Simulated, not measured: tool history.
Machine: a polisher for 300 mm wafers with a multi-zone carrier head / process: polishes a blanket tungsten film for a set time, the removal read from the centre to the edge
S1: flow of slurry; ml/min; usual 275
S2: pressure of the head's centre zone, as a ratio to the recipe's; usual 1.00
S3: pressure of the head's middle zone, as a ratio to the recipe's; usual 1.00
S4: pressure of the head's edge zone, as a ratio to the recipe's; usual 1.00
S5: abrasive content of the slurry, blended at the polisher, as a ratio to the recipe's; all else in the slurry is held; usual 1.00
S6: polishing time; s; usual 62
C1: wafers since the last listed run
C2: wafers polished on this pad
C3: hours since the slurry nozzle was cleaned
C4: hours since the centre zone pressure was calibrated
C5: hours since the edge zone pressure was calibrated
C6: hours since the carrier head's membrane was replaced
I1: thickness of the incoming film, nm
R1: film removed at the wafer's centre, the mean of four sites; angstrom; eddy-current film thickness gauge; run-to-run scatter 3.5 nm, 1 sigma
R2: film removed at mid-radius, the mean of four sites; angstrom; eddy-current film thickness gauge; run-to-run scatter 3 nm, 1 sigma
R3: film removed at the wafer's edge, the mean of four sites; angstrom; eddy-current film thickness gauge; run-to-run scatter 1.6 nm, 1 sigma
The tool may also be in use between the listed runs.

{"run": 1, "hour": 0.0, "S1": 200, "S2": 1.0, "S3": 1.0, "S4": 1.0, "S5": 1.0, "S6": 67, "C1": 0, "C2": 325, "C3": 299.2, "C4": 683.3, "C5": 72.6, "C6": 1356.9, "I1": 744.4, "R1": 2482, "R2": 2551, "R3": 2563}
{"run": 2, "hour": 32.0, "S1": 275, "S2": 1.0, "S3": 1.0, "S4": 1.0, "S5": 1.0, "S6": 62, "C1": 264, "C2": 589, "C3": 331.2, "C4": 715.3, "C5": 104.6, "C6": 1388.9, "I1": 726.0, "R1": 2319, "R2": 2380, "R3": 2365}
{"run": 3, "hour": 64.7, "S1": 275, "S2": 1.0, "S3": 1.0, "S4": 1.0, "S5": 1.0, "S6": 62, "C1": 269, "C2": 859, "C3": 363.9, "C4": 748.0, "C5": 137.3, "C6": 1421.6, "I1": 728.6, "R1": 2148, "R2": 2306, "R3": 2208}
{"hour": 71.4, "done": "worn pad replaced by a new one"}
{"run": 4, "hour": 89.9, "S1": 220, "S2": 1.0, "S3": 1.0, "S4": 1.0, "S5": 1.0, "S6": 62, "C1": 175, "C2": 152, "C3": 389.1, "C4": 773.2, "C5": 162.5, "C6": 1446.8, "I1": 730.9, "R1": 2352, "R2": 2461, "R3": 2395}
{"run": 5, "hour": 118.4, "S1": 220, "S2": 1.0, "S3": 1.0, "S4": 1.0, "S5": 1.0, "S6": 62, "C1": 235, "C2": 387, "C3": 417.6, "C4": 801.7, "C5": 191.0, "C6": 1475.3, "I1": 730.4, "R1": 2310, "R2": 2414, "R3": 2377}
{"run": 6, "hour": 143.5, "S1": 220, "S2": 1.0, "S3": 1.0, "S4": 1.0, "S5": 1.0, "S6": 62, "C1": 207, "C2": 595, "C3": 442.7, "C4": 826.8, "C5": 216.1, "C6": 1500.4, "I1": 734.5, "R1": 2248, "R2": 2345, "R3": 2309}
{"run": 7, "hour": 177.6, "S1": 275, "S2": 1.0, "S3": 1.0, "S4": 1.0, "S5": 1.0, "S6": 62, "C1": 281, "C2": 876, "C3": 476.8, "C4": 860.9, "C5": 250.2, "C6": 1534.5, "I1": 732.0, "R1": 2161, "R2": 2270, "R3": 2228}
{"run": 8, "hour": 193.0, "S1": 310, "S2": 1.0, "S3": 1.0, "S4": 1.0, "S5": 1.0, "S6": 62, "C1": 127, "C2": 1003, "C3": 492.2, "C4": 876.3, "C5": 265.6, "C6": 1549.9, "I1": 732.4, "R1": 2167, "R2": 2186, "R3": 2177}
{"hour": 199.2, "done": "worn pad replaced by a new one"}
{"run": 9, "hour": 226.4, "S1": 275, "S2": 1.07, "S3": 1.04, "S4": 0.89, "S5": 1.0, "S6": 79, "C1": 242, "C2": 224, "C3": 525.6, "C4": 909.7, "C5": 299.0, "C6": 1583.3, "I1": 729.1, "R1": 3276, "R2": 3284, "R3": 2903}
{"hour": 229.0, "done": "edge zone pressure recalibrated"}
{"hour": 249.6, "done": "carrier head's membrane replaced by a new one"}
{"run": 10, "hour": 250.1, "S1": 220, "S2": 1.0, "S3": 1.0, "S4": 1.0, "S5": 1.0, "S6": 62, "C1": 137, "C2": 362, "C3": 549.3, "C4": 933.4, "C5": 21.1, "C6": 0.5, "I1": 735.7, "R1": 2250, "R2": 2383, "R3": 2363}
{"run": 11, "hour": 268.2, "S1": 355, "S2": 1.0, "S3": 1.0, "S4": 1.08, "S5": 1.0, "S6": 62, "C1": 149, "C2": 512, "C3": 567.4, "C4": 951.5, "C5": 39.2, "C6": 18.6, "I1": 721.6, "R1": 2343, "R2": 2434, "R3": 2477}
{"hour": 276.5, "done": "centre zone pressure recalibrated"}
{"hour": 282.6, "done": "slurry nozzle cleaned"}
{"run": 12, "hour": 292.0, "S1": 275, "S2": 1.0, "S3": 1.0, "S4": 1.0, "S5": 1.0, "S6": 62, "C1": 171, "C2": 683, "C3": 9.4, "C4": 15.5, "C5": 63.0, "C6": 42.4, "I1": 744.5, "R1": 2222, "R2": 2308, "R3": 2259}
{"run": 13, "hour": 311.8, "S1": 355, "S2": 1.11, "S3": 1.0, "S4": 1.07, "S5": 0.75, "S6": 62, "C1": 163, "C2": 847, "C3": 29.2, "C4": 35.3, "C5": 82.8, "C6": 62.2, "I1": 733.5, "R1": 2252, "R2": 2109, "R3": 2118}
{"hour": 324.1, "done": "worn pad replaced by a new one, of another model than before"}
{"run": 14, "hour": 325.4, "S1": 220, "S2": 1.0, "S3": 0.89, "S4": 1.0, "S5": 1.0, "S6": 43, "C1": 79, "C2": 10, "C3": 42.8, "C4": 48.9, "C5": 96.4, "C6": 75.8, "I1": 727.6, "R1": 1618, "R2": 1558, "R3": 1656}
{"run": 15, "hour": 355.8, "S1": 275, "S2": 1.0, "S3": 1.0, "S4": 1.0, "S5": 1.0, "S6": 62, "C1": 250, "C2": 261, "C3": 73.2, "C4": 79.3, "C5": 126.8, "C6": 106.2, "I1": 732.5, "R1": 2328, "R2": 2458, "R3": 2399}
{"run": 16, "hour": 388.8, "S1": 355, "S2": 1.0, "S3": 1.0, "S4": 1.0, "S5": 1.0, "S6": 62, "C1": 272, "C2": 534, "C3": 106.2, "C4": 112.3, "C5": 159.8, "C6": 139.2, "I1": 732.7, "R1": 2341, "R2": 2398, "R3": 2357}
{"run": 17, "hour": 415.1, "S1": 350, "S2": 1.0, "S3": 0.93, "S4": 0.89, "S5": 1.0, "S6": 74, "C1": 217, "C2": 751, "C3": 132.5, "C4": 138.6, "C5": 186.1, "C6": 165.5, "I1": 715.5, "R1": 2707, "R2": 2638, "R3": 2579}
{"run": 18, "hour": 440.7, "S1": 355, "S2": 1.0, "S3": 0.9, "S4": 1.05, "S5": 1.25, "S6": 62, "C1": 211, "C2": 962, "C3": 158.1, "C4": 164.2, "C5": 211.7, "C6": 191.1, "I1": 734.7, "R1": 2271, "R2": 2168, "R3": 2334}
{"hour": 447.8, "done": "worn pad replaced by a new one"}
{"run": 19, "hour": 454.7, "S1": 335, "S2": 1.0, "S3": 1.0, "S4": 1.0, "S5": 1.0, "S6": 62, "C1": 82, "C2": 57, "C3": 172.1, "C4": 178.2, "C5": 225.7, "C6": 205.1, "I1": 731.6, "R1": 2379, "R2": 2425, "R3": 2423}
{"run": 20, "hour": 489.6, "S1": 275, "S2": 0.95, "S3": 1.0, "S4": 1.11, "S5": 1.0, "S6": 74, "C1": 288, "C2": 345, "C3": 207.0, "C4": 213.1, "C5": 260.6, "C6": 240.0, "I1": 728.5, "R1": 2648, "R2": 2937, "R3": 3029}

What was the tool's hidden state at every run in the log?
slurry flow missing at the pad, %: 0 on each run
deviation of the centre zone's pressure from its setpoint, %: 0 on each run
deviation of the edge zone's pressure from its setpoint, %: 0 on each run
H1: removal rate lost through wear of the pad, %
run=1 H1=1.42
run=2 H1=4.29
run=3 H1=8.94
run=4 H1=0.391
run=5 H1=1.9
run=6 H1=4.33
run=7 H1=9.25
run=8 H1=12.1
run=9 H1=1.13
run=10 H1=2.64
run=11 H1=4.4
run=12 H1=7.52
run=13 H1=10.8
run=14 H1=1.43
run=15 H1=2.24
run=16 H1=4.82
run=17 H1=8.14
run=18 H1=12.4
run=19 H1=1.76
run=20 H1=3.14

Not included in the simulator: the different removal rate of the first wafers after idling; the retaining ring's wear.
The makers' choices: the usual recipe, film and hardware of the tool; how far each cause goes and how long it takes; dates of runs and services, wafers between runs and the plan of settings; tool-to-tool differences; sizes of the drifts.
